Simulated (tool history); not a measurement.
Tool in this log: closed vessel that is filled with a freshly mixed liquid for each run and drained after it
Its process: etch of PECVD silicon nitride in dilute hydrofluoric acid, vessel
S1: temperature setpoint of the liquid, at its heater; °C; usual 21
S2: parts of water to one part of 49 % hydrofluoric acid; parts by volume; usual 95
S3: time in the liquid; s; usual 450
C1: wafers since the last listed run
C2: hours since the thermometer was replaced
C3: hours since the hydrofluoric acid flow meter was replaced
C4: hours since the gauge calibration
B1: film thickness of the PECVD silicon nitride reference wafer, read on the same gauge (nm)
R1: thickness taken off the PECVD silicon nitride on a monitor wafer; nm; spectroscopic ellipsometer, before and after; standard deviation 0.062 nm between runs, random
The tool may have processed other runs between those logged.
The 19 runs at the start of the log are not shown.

At hour 273.8: hydrofluoric acid flow meter replaced.
Run 20, hour 275.3: usual settings; C1 973; C2 227.9; C3 1.5; C4 242.3; B1 59.98. Result: R1 14.01 nm.
Run 21, hour 292: usual settings but S1 24 °C, S3 680 s; C1 1290; C2 244.6; C3 18.2; C4 259; B1 60.02. Result: R1 26.1 nm.
Run 22, hour 305.4: usual settings but S2 55 parts by volume, S3 625 s; C1 1035; C2 258; C3 31.6; C4 272.4; B1 59.99. Result: R1 33.32 nm.
Run 23, hour 312.3: usual settings but S1 22.5 °C, S3 525 s; C1 533; C2 264.9; C3 38.5; C4 279.3; B1 60. Result: R1 18.14 nm.
Run 24, hour 326.4: usual settings but S2 70 parts by volume, S3 520 s; C1 1089; C2 279; C3 52.6; C4 293.4; B1 59.98. Result: R1 21.97 nm.
Run 25, hour 341.2: usual settings; C1 1143; C2 293.8; C3 67.4; C4 308.2; B1 60.01. Result: R1 14.01 nm.
Run 26, hour 358.3: usual settings; C1 1321; C2 310.9; C3 84.5; C4 325.3; B1 59.99. Result: R1 13.96 nm.
Run 27, hour 373.5: usual settings but S2 55 parts by volume; C1 1174; C2 326.1; C3 99.7; C4 340.5; B1 60.01. Result: R1 23.91 nm.
Run 28, hour 387.6: usual settings; C1 1089; C2 340.2; C3 113.8; C4 354.6; B1 60.02. Result: R1 13.95 nm.
Run 29, hour 401.2: usual settings but S1 25 °C, S2 75 parts by volume; C1 1050; C2 353.8; C3 127.4; C4 368.2; B1 60. Result: R1 22.92 nm.
Run 30, hour 412.7: usual settings but S1 18.5 °C, S2 60 parts by volume, S3 330 s; C1 888; C2 365.3; C3 138.9; C4 379.7; B1 60.01. Result: R1 13.46 nm.
Run 31, hour 426: usual settings but S1 26 °C, S2 75 parts by volume; C1 1027; C2 378.6; C3 152.2; C4 393; B1 60.03. Result: R1 24.39 nm.

5 ways to go on from here, each from the tool as it stands after run 31. What would each give?
Run A, hour 426.8: usual settings but S3 280 s; C1 61; C2 379.4; C3 153; C4 393.8; B1 ?. Result: R1 ?.
Run B, hour 426.8: usual settings but S2 120 parts by volume; C1 61; C2 379.4; C3 153; C4 393.8; B1 ?. Result: R1 ?.
Run C, hour 426.8: usual settings but S1 17.5 °C, S2 145 parts by volume, S3 545 s; C1 61; C2 379.4; C3 153; C4 393.8; B1 ?. Result: R1 ?.
Run D, hour 426.8: usual settings but S2 75 parts by volume, S3 340 s; C1 61; C2 379.4; C3 153; C4 393.8; B1 ?. Result: R1 ?.
Run E, hour 426.8: usual settings but S1 17 °C, S2 110 parts by volume, S3 715 s; C1 61; C2 379.4; C3 153; C4 393.8; B1 ?. Result: R1 ?.

run  B1     R1
  A  60   8.73
  B  60  11.17
  C  60   8.88
  D  60  13.36
  E  60   14.7
The same runs, with their run-to-run variation unchanged, on a tool lacking any hidden condition would have given:
run     R1
  A   8.85
  B  11.32
  C      9
  D  13.55
  E   14.9

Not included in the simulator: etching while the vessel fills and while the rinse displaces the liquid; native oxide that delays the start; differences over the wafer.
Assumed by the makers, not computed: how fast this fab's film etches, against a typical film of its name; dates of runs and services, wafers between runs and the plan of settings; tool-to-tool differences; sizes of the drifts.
